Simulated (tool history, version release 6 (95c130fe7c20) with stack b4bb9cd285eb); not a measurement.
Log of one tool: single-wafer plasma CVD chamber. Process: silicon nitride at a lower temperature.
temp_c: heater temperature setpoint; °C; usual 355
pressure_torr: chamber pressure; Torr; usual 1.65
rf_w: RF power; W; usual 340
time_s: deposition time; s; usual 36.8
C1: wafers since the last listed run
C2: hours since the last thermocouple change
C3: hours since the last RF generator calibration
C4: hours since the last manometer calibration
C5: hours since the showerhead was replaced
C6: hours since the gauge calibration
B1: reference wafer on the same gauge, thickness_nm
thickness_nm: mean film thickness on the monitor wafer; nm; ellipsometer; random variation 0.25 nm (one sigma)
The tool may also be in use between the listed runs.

run 1 hour=0.0 | temp_c=355 pressure_torr=1.65 rf_w=340 time_s=36.8 | C1=0 C2=2340.2 C3=401.8 C4=1129.2 C5=4881.0 C6=374.5 | B1=50.875 | thickness_nm=44.516
run 2 hour=76.8 | temp_c=355 pressure_torr=1.65 rf_w=340 time_s=36.8 | C1=2069 C2=2417.0 C3=478.6 C4=1206.0 C5=4957.8 C6=451.3 | B1=50.874 | thickness_nm=45.312
run 3 hour=119.7 | temp_c=355 pressure_torr=1.65 rf_w=340 time_s=36.8 | C1=1155 C2=2459.9 C3=521.5 C4=1248.9 C5=5000.7 C6=494.2 | B1=50.892 | thickness_nm=44.854
run 4 hour=208.4 | temp_c=355 pressure_torr=1.65 rf_w=340 time_s=36.8 | C1=2390 C2=2548.6 C3=610.2 C4=1337.6 C5=5089.4 C6=582.9 | B1=50.932 | thickness_nm=44.239
run 5 hour=300.2 | temp_c=355 pressure_torr=1.65 rf_w=340 time_s=40.5 | C1=2473 C2=2640.4 C3=702.0 C4=1429.4 C5=5181.2 C6=674.7 | B1=50.898 | thickness_nm=49.057
run 6 hour=404.0 | temp_c=355 pressure_torr=1.65 rf_w=340 time_s=40.5 | C1=2797 C2=2744.2 C3=805.8 C4=1533.2 C5=5285.0 C6=778.5 | B1=50.912 | thickness_nm=48.389
run 7 hour=481.9 | temp_c=355 pressure_torr=1.65 rf_w=340 time_s=40.5 | C1=2099 C2=2822.1 C3=883.7 C4=1611.1 C5=5362.9 C6=856.4 | B1=50.966 | thickness_nm=48.345
run 8 hour=538.2 | temp_c=355 pressure_torr=1.65 rf_w=340 time_s=36.8 | C1=1517 C2=2878.4 C3=940.0 C4=1667.4 C5=5419.2 C6=912.7 | B1=50.904 | thickness_nm=43.924
run 9 hour=638.2 | temp_c=355 pressure_torr=1.65 rf_w=340 time_s=36.8 | C1=2694 C2=2978.4 C3=1040.0 C4=1767.4 C5=5519.2 C6=1012.7 | B1=50.913 | thickness_nm=43.419
run 10 hour=677.5 | temp_c=344 pressure_torr=1.65 rf_w=340 time_s=42.3 | C1=1058 C2=3017.7 C3=1079.3 C4=1806.7 C5=5558.5 C6=1052.0 | B1=50.884 | thickness_nm=50.588
run 11 hour=751.4 | temp_c=355 pressure_torr=1.80 rf_w=340 time_s=36.8 | C1=1991 C2=3091.6 C3=1153.2 C4=1880.6 C5=5632.4 C6=1125.9 | B1=50.881 | thickness_nm=43.488
run 12 hour=808.9 | temp_c=355 pressure_torr=2.05 rf_w=340 time_s=36.8 | C1=1549 C2=3149.1 C3=1210.7 C4=1938.1 C5=5689.9 C6=1183.4 | B1=50.817 | thickness_nm=44.282
-- hour=834.1 thermocouple changed; heater temperature recalibrated
run 13 hour=856.4 | temp_c=355 pressure_torr=1.91 rf_w=365 time_s=36.8 | C1=1064 C2=22.3 C3=1258.2 C4=1985.6 C5=5737.4 C6=1230.9 | B1=50.907 | thickness_nm=45.743
-- hour=867.3 showerhead replaced
-- hour=913.5 capacitance manometer re-zeroed and calibrated
run 14 hour=933.6 | temp_c=355 pressure_torr=1.65 rf_w=390 time_s=36.8 | C1=1649 C2=99.5 C3=1335.4 C4=20.1 C5=66.3 C6=1308.1 | B1=50.928 | thickness_nm=46.994
-- hour=957.5 gauge calibrated
-- hour=964.4 RF generator calibrated
run 15 hour=1030.0 | temp_c=355 pressure_torr=1.65 rf_w=340 time_s=36.8 | C1=2382 C2=195.9 C3=65.6 C4=116.5 C5=162.7 C6=72.5 | B1=50.898 | thickness_nm=45.299
run 16 hour=1121.9 | temp_c=355 pressure_torr=1.65 rf_w=325 time_s=30.0 | C1=2476 C2=287.8 C3=157.5 C4=208.4 C5=254.6 C6=164.4 | B1=50.881 | thickness_nm=35.786
run 17 hour=1196.4 | temp_c=355 pressure_torr=1.65 rf_w=340 time_s=36.8 | C1=2007 C2=362.3 C3=232.0 C4=282.9 C5=329.1 C6=238.9 | B1=50.906 | thickness_nm=45.172
run 18 hour=1272.6 | temp_c=355 pressure_torr=1.92 rf_w=340 time_s=36.8 | C1=2053 C2=438.5 C3=308.2 C4=359.1 C5=405.3 C6=315.1 | B1=50.941 | thickness_nm=46.423
run 19 hour=1354.4 | temp_c=355 pressure_torr=1.65 rf_w=340 time_s=36.8 | C1=2204 C2=520.3 C3=390.0 C4=440.9 C5=487.1 C6=396.9 | B1=50.956 | thickness_nm=45.279

3 ways to go on from here, each from the tool as it stands after run 19. What would each give?
run A hour=1354.8 | temp_c=363 pressure_torr=1.65 rf_w=340 time_s=36.8 | C1=10 C2=520.7 C3=390.4 C4=441.3 C5=487.5 C6=397.3 | B1=? | thickness_nm=?
run B hour=1354.8 | temp_c=355 pressure_torr=1.65 rf_w=340 time_s=38.7 | C1=10 C2=520.7 C3=390.4 C4=441.3 C5=487.5 C6=397.3 | B1=? | thickness_nm=?
run C hour=1354.8 | temp_c=355 pressure_torr=1.77 rf_w=305 time_s=36.8 | C1=10 C2=520.7 C3=390.4 C4=441.3 C5=487.5 C6=397.3 | B1=? | thickness_nm=?

run=A B1=50.947 thickness_nm=45.011
run=B B1=50.947 thickness_nm=47.497
run=C B1=50.947 thickness_nm=41.588
Without the tool's hidden state the same runs would have given:
run=A thickness_nm=45.362
run=B thickness_nm=47.867
run=C thickness_nm=41.934
